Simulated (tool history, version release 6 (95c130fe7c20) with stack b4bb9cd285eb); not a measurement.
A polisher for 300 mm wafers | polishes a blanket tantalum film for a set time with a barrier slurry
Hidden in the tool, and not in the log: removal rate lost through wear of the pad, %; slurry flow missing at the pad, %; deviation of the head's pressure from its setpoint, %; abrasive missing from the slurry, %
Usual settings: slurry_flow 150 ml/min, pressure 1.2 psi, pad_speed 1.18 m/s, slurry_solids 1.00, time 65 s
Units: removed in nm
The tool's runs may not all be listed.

| run | hour | slurry_flow | pressure | pad_speed | slurry_solids | time | wafers since the last listed run | wafers polished on this pad | hours since the slurry nozzle was cleaned | hours since the head pressure was calibrated | hours since the slurry blender was calibrated | incoming thickness of the incoming film, nm | removed |
|---|---|---|---|---|---|---|---|---|---|---|---|---|---|
| 1 | 0.0 | 150 | 1.2 | 1.18 | 1.00 | 65 | 0 | 521 | 565.6 | 273.4 | 169.3 | 278.6 | 84.6 |
|  | 33.5 | slurry nozzle cleaned |
| 2 | 38.9 | 150 | 1.2 | 1.18 | 1.00 | 65 | 318 | 840 | 5.4 | 312.3 | 208.2 | 274.0 | 83.4 |
| 3 | 94.4 | 150 | 1.2 | 1.18 | 1.00 | 65 | 466 | 1306 | 60.9 | 367.8 | 263.7 | 277.5 | 83.3 |
| 4 | 146.8 | 150 | 1.2 | 1.18 | 1.00 | 65 | 440 | 1747 | 113.3 | 420.2 | 316.1 | 276.2 | 81.8 |
| 5 | 191.7 | 150 | 1.2 | 1.18 | 1.00 | 65 | 377 | 2124 | 158.2 | 465.1 | 361.0 | 280.9 | 82.3 |
|  | 199.6 | slurry blender recalibrated |
| 6 | 259.0 | 150 | 1.2 | 1.00 | 1.00 | 65 | 548 | 2673 | 225.5 | 532.4 | 59.4 | 278.6 | 66.9 |
|  | 264.2 | worn pad replaced by a new one |
| 7 | 306.0 | 150 | 1.2 | 1.00 | 1.00 | 65 | 361 | 351 | 272.5 | 579.4 | 106.4 | 277.1 | 74.8 |
| 8 | 363.8 | 150 | 1.2 | 1.18 | 1.00 | 65 | 485 | 837 | 330.3 | 637.2 | 164.2 | 280.7 | 85.6 |
| 9 | 412.2 | 150 | 1.2 | 1.18 | 1.00 | 65 | 406 | 1244 | 378.7 | 685.6 | 212.6 | 281.7 | 80.9 |
| 10 | 436.9 | 150 | 1.2 | 1.18 | 1.00 | 65 | 207 | 1452 | 403.4 | 710.3 | 237.3 | 285.1 | 82.9 |
|  | 489.8 | slurry blender recalibrated |
| 11 | 490.2 | 150 | 1.2 | 1.18 | 1.00 | 65 | 431 | 1883 | 456.7 | 763.6 | 0.4 | 281.1 | 81.9 |
|  | 538.0 | worn pad replaced by a new one |
| 12 | 552.2 | 150 | 1.2 | 1.18 | 1.00 | 65 | 487 | 119 | 518.7 | 825.6 | 62.4 | 276.9 | 90.5 |
| 13 | 580.4 | 150 | 1.2 | 1.18 | 1.00 | 65 | 237 | 356 | 546.9 | 853.8 | 90.6 | 278.8 | 85.7 |
| 14 | 611.2 | 150 | 1.2 | 1.00 | 1.15 | 65 | 258 | 615 | 577.7 | 884.6 | 121.4 | 282.4 | 74.0 |
|  | 662.4 | slurry nozzle cleaned |
| 15 | 677.9 | 150 | 1.2 | 1.18 | 1.00 | 65 | 552 | 1167 | 15.5 | 951.3 | 188.1 | 282.4 | 83.7 |
| 16 | 748.0 | 150 | 1.2 | 1.18 | 1.00 | 65 | 589 | 1756 | 85.6 | 1021.4 | 258.2 | 280.5 | 82.5 |
| 17 | 784.0 | 150 | 1.2 | 1.18 | 1.00 | 65 | 302 | 2059 | 121.6 | 1057.4 | 294.2 | 278.5 | 82.6 |
|  | 826.9 | slurry blender recalibrated |
| 18 | 855.2 | 105 | 1.6 | 1.56 | 1.00 | 73 | 581 | 2641 | 192.8 | 1128.6 | 28.3 | 282.8 | 137.8 |
|  | 887.9 | worn pad replaced by a new one |
| 19 | 986.1 | 115 | 1.2 | 1.18 | 1.00 | 82 | 1066 | 825 | 323.7 | 1259.5 | 159.2 | 281.4 | 99.6 |
| 20 | 1021.6 | 175 | 1.2 | 1.56 | 1.00 | 65 | 298 | 1123 | 359.2 | 1295.0 | 194.7 | 277.5 | 110.6 |
|  | 1050.5 | head pressure recalibrated |
| 21 | 1091.8 | 150 | 1.0 | 1.18 | 1.00 | 65 | 573 | 1697 | 429.4 | 41.3 | 264.9 | 275.4 | 71.3 |
| 22 | 1124.3 | 150 | 1.2 | 1.18 | 1.00 | 65 | 273 | 1970 | 461.9 | 73.8 | 297.4 | 277.2 | 81.0 |
|  | 1170.8 | slurry blender recalibrated |
|  | 1175.0 | slurry nozzle cleaned |
| 23 | 1175.5 | 150 | 1.0 | 1.18 | 1.25 | 65 | 405 | 2375 | 0.5 | 125.0 | 4.7 | 278.3 | 75.0 |
|  | 1184.7 | worn pad replaced by a new one |
| 24 | 1213.7 | 150 | 1.2 | 1.18 | 1.00 | 65 | 287 | 243 | 38.7 | 163.2 | 42.9 | 277.7 | 88.9 |
| 25 | 1282.8 | 150 | 1.6 | 1.44 | 1.00 | 65 | 580 | 824 | 107.8 | 232.3 | 112.0 | 280.3 | 126.5 |
| 26 | 1333.0 | 150 | 1.2 | 1.32 | 1.00 | 83 | 422 | 1246 | 158.0 | 282.5 | 162.2 | 280.3 | 118.9 |
| 27 | 1400.6 | 150 | 1.2 | 0.98 | 1.10 | 65 | 568 | 1814 | 225.6 | 350.1 | 229.8 | 279.8 | 68.1 |
|  | 1519.2 | worn pad replaced by a new one |
| 28 | 1521.9 | 150 | 0.9 | 1.00 | 1.00 | 86 | 986 | 22 | 346.9 | 471.4 | 351.1 | 281.8 | 79.0 |

Forecast each of these 3 alternatives for the next run:
| A | 1522.3 | 150 | 1.2 | 1.18 | 1.00 | 65 | 3 | 26 | 347.3 | 471.8 | 351.5 | 279.4 | ? |
| B | 1522.3 | 105 | 1.2 | 1.58 | 1.00 | 77 | 3 | 26 | 347.3 | 471.8 | 351.5 | 279.4 | ? |
| C | 1522.3 | 190 | 1.1 | 1.06 | 0.80 | 65 | 3 | 26 | 347.3 | 471.8 | 351.5 | 279.4 | ? |

| run | removed |
|---|---|
| A | 89.7 |
| B | 130.9 |
| C | 73.3 |
Without the tool's hidden state the same runs would have given:
| run | removed |
|---|---|
| A | 91.0 |
| B | 132.7 |
| C | 74.3 |
